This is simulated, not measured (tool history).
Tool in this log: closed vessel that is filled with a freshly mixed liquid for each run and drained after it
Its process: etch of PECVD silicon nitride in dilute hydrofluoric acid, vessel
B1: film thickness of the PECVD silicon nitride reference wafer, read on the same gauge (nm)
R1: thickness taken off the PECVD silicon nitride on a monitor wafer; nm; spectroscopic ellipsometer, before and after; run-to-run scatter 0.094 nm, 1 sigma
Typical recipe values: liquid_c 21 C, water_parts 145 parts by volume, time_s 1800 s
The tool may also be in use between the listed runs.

{"run": 1, "hour": 0.0, "liquid_c": 21, "water_parts": 115, "time_s": 2145, "B1": 70.01, "R1": 32.43}
{"run": 2, "hour": 53.8, "liquid_c": 21, "water_parts": 115, "time_s": 2145, "B1": 69.99, "R1": 32.23}
{"run": 3, "hour": 80.5, "liquid_c": 21, "water_parts": 145, "time_s": 1170, "B1": 70.03, "R1": 14.06}
{"run": 4, "hour": 149.8, "liquid_c": 18, "water_parts": 145, "time_s": 1800, "B1": 69.98, "R1": 17.37}
{"run": 5, "hour": 180.1, "liquid_c": 18, "water_parts": 145, "time_s": 1800, "B1": 70.04, "R1": 17.64}
{"run": 6, "hour": 228.3, "liquid_c": 18, "water_parts": 145, "time_s": 1800, "B1": 70.01, "R1": 17.51}
{"run": 7, "hour": 294.9, "liquid_c": 21, "water_parts": 145, "time_s": 1800, "B1": 69.99, "R1": 21.44}
{"run": 8, "hour": 336.3, "liquid_c": 21, "water_parts": 145, "time_s": 1800, "B1": 69.99, "R1": 21.26}
{"hour": 394.0, "done": "thermometer replaced"}
{"run": 9, "hour": 408.1, "liquid_c": 21, "water_parts": 145, "time_s": 1800, "B1": 69.99, "R1": 22.33}
{"run": 10, "hour": 456.8, "liquid_c": 21, "water_parts": 145, "time_s": 1800, "B1": 69.97, "R1": 22.55}
{"run": 11, "hour": 495.2, "liquid_c": 23.5, "water_parts": 145, "time_s": 1800, "B1": 70.01, "R1": 26.32}
{"run": 12, "hour": 532.0, "liquid_c": 23.5, "water_parts": 145, "time_s": 1800, "B1": 70, "R1": 26.31}
{"run": 13, "hour": 583.1, "liquid_c": 23.5, "water_parts": 145, "time_s": 1800, "B1": 70.04, "R1": 26.3}
{"run": 14, "hour": 628.4, "liquid_c": 18, "water_parts": 145, "time_s": 1800, "B1": 69.94, "R1": 18.25}
{"run": 15, "hour": 682.7, "liquid_c": 24.5, "water_parts": 110, "time_s": 2100, "B1": 70.02, "R1": 42.5}
{"run": 16, "hour": 708.7, "liquid_c": 19, "water_parts": 145, "time_s": 1800, "B1": 70, "R1": 19.37}
{"run": 17, "hour": 759.8, "liquid_c": 24.5, "water_parts": 105, "time_s": 830, "B1": 70.02, "R1": 17.56}
{"run": 18, "hour": 796.5, "liquid_c": 21, "water_parts": 180, "time_s": 2485, "B1": 69.96, "R1": 24.63}
{"hour": 806.7, "done": "gauge calibrated"}
{"run": 19, "hour": 864.0, "liquid_c": 21, "water_parts": 120, "time_s": 1080, "B1": 70.06, "R1": 15.92}
{"run": 20, "hour": 889.6, "liquid_c": 21, "water_parts": 145, "time_s": 1800, "B1": 69.97, "R1": 21.95}
{"run": 21, "hour": 956.3, "liquid_c": 21, "water_parts": 145, "time_s": 1800, "B1": 69.99, "R1": 21.9}
{"run": 22, "hour": 1010.6, "liquid_c": 21, "water_parts": 145, "time_s": 1345, "B1": 69.96, "R1": 16.27}
{"run": 23, "hour": 1073.3, "liquid_c": 21, "water_parts": 95, "time_s": 2125, "B1": 70.02, "R1": 38.9}
{"hour": 1079.6, "done": "hydrofluoric acid flow meter replaced"}
{"run": 24, "hour": 1133.5, "liquid_c": 21, "water_parts": 120, "time_s": 1080, "B1": 70, "R1": 16.08}
{"run": 25, "hour": 1167.8, "liquid_c": 23.5, "water_parts": 145, "time_s": 2180, "B1": 70.02, "R1": 31.81}
{"run": 26, "hour": 1215.4, "liquid_c": 25, "water_parts": 205, "time_s": 2515, "B1": 69.96, "R1": 28.59}
{"run": 27, "hour": 1285.2, "liquid_c": 21, "water_parts": 145, "time_s": 1800, "B1": 70.02, "R1": 22.39}
{"run": 28, "hour": 1395.6, "liquid_c": 24.5, "water_parts": 100, "time_s": 1800, "B1": 70.01, "R1": 39.86}
{"run": 29, "hour": 1463.6, "liquid_c": 21, "water_parts": 145, "time_s": 1800, "B1": 70, "R1": 22.14}
{"run": 30, "hour": 1524.8, "liquid_c": 17, "water_parts": 145, "time_s": 1800, "B1": 70, "R1": 16.74}
{"run": 31, "hour": 1556.8, "liquid_c": 21, "water_parts": 165, "time_s": 1500, "B1": 70.04, "R1": 15.94}
{"run": 32, "hour": 1613.2, "liquid_c": 18.5, "water_parts": 200, "time_s": 2405, "B1": 70, "R1": 18.11}

Same runs, no hidden state in the tool, same run-to-run variation:
Hidden conditions of the tool in this case: liquid colder than its thermometer reads (K); hydrofluoric acid flow below the setpoint (%); gauge reads high (%).
run=1 R1=34.58
run=2 R1=34.45
run=3 R1=15.04
run=4 R1=18.68
run=5 R1=19
run=6 R1=18.9
run=7 R1=23.2
run=8 R1=23.05
run=9 R1=22.92
run=10 R1=23.21
run=11 R1=27.15
run=12 R1=27.18
run=13 R1=27.25
run=14 R1=18.96
run=15 R1=44.28
run=16 R1=20.2
run=17 R1=18.38
run=18 R1=25.81
run=19 R1=16.75
run=20 R1=23.12
run=21 R1=23.14
run=22 R1=17.25
run=23 R1=41.39
run=24 R1=16.6
run=25 R1=32.88
run=26 R1=29.62
run=27 R1=23.3
run=28 R1=41.73
run=29 R1=23.26
run=30 R1=17.65
run=31 R1=16.82
run=32 R1=19.18

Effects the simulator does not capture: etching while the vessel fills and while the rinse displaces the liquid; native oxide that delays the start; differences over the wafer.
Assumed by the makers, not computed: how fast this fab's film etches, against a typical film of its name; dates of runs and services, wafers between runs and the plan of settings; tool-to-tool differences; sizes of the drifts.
